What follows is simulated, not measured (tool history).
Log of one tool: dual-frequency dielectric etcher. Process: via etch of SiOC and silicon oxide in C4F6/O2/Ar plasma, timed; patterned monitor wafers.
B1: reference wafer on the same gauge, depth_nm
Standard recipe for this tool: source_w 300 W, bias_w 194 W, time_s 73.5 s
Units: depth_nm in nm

Run 1, hour 0.0: usual settings but source_w 250 W, time_s 81.0 s; B1 79.7. Result: depth_nm 74.5 nm.
Run 2, hour 11.0: usual settings but source_w 250 W, time_s 81.0 s; B1 79.6. Result: depth_nm 74.2 nm.
Run 3, hour 28.1: usual settings; B1 79.7. Result: depth_nm 70.5 nm.
At hour 45.0: bias power generator calibrated.
At hour 63.0: wet clean of the chamber.
Run 4, hour 63.5: usual settings; B1 79.7. Result: depth_nm 74.1 nm.
Run 5, hour 63.8: usual settings; B1 79.7. Result: depth_nm 72.7 nm.
At hour 113.5: upper electrode replaced.
Run 6, hour 114.0: usual settings; B1 79.7. Result: depth_nm 73.4 nm.
Run 7, hour 114.4: usual settings; B1 79.8. Result: depth_nm 72.8 nm.
Run 8, hour 116.8: usual settings; B1 79.7. Result: depth_nm 73.4 nm.
Run 9, hour 127.9: usual settings; B1 79.6. Result: depth_nm 73.0 nm.
Run 10, hour 145.1: usual settings but source_w 320 W; B1 79.7. Result: depth_nm 74.4 nm.
Run 11, hour 161.4: usual settings; B1 79.6. Result: depth_nm 73.4 nm.
Run 12, hour 173.8: usual settings but source_w 320 W; B1 79.7. Result: depth_nm 73.9 nm.
At hour 176.3: gauge calibrated.
Run 13, hour 191.7: usual settings but source_w 230 W, bias_w 157 W, time_s 90.0 s; B1 79.6. Result: depth_nm 75.6 nm.
Run 14, hour 200.6: usual settings; B1 79.6. Result: depth_nm 72.5 nm.
Run 15, hour 213.2: usual settings but source_w 230 W, bias_w 154 W, time_s 62.0 s; B1 79.7. Result: depth_nm 51.2 nm.
Run 16, hour 228.4: usual settings; B1 79.7. Result: depth_nm 71.5 nm.
At hour 243.4: source power generator calibrated.
Run 17, hour 243.9: usual settings but source_w 330 W, time_s 60.0 s; B1 79.7. Result: depth_nm 60.3 nm.
Run 18, hour 255.0: usual settings but source_w 360 W, bias_w 233 W; B1 79.6. Result: depth_nm 82.1 nm.
Run 19, hour 276.5: usual settings but source_w 320 W, bias_w 173 W, time_s 95.5 s; B1 79.7. Result: depth_nm 90.3 nm.
Run 20, hour 286.4: usual settings; B1 79.7. Result: depth_nm 71.7 nm.
Run 21, hour 296.5: usual settings but source_w 270 W, bias_w 225 W; B1 79.6. Result: depth_nm 76.5 nm.
Run 22, hour 313.9: usual settings; B1 79.8. Result: depth_nm 71.7 nm.
Run 23, hour 327.5: usual settings; B1 79.7. Result: depth_nm 71.3 nm.
Run 24, hour 344.2: usual settings; B1 79.7. Result: depth_nm 71.3 nm.
Run 25, hour 360.8: usual settings but bias_w 148 W; B1 79.7. Result: depth_nm 60.6 nm.
Run 26, hour 368.1: usual settings but time_s 56.5 s; B1 79.8. Result: depth_nm 54.3 nm.
Run 27, hour 378.7: usual settings but time_s 57.0 s; B1 79.6. Result: depth_nm 54.9 nm.
Run 28, hour 395.3: usual settings but time_s 93.0 s; B1 79.7. Result: depth_nm 90.7 nm.
Run 29, hour 403.8: usual settings but source_w 340 W, bias_w 182 W, time_s 62.0 s; B1 79.8. Result: depth_nm 59.2 nm.

Branching from run 29: 5 alternative next runs. What would each branch give?
Run A, hour 404.2: usual settings; B1 ?. Result: depth_nm ?.
Run B, hour 404.2: usual settings but bias_w 209 W; B1 ?. Result: depth_nm ?.
Run C, hour 404.2: usual settings but source_w 230 W; B1 ?. Result: depth_nm ?.
Run D, hour 404.2: usual settings but source_w 370 W; B1 ?. Result: depth_nm ?.
Run E, hour 404.2: usual settings but source_w 360 W, bias_w 160 W, time_s 64.0 s; B1 ?. Result: depth_nm ?.

run    B1  depth_nm
  A  79.6      71.0
  B  79.6      73.9
  C  79.6      67.4
  D  79.6      74.4
  E  79.6      57.9
Without the tool's unlogged condition, the same runs would have read:
run  depth_nm
  A      73.4
  B      76.4
  C      69.7
  D      76.9
  E      59.9
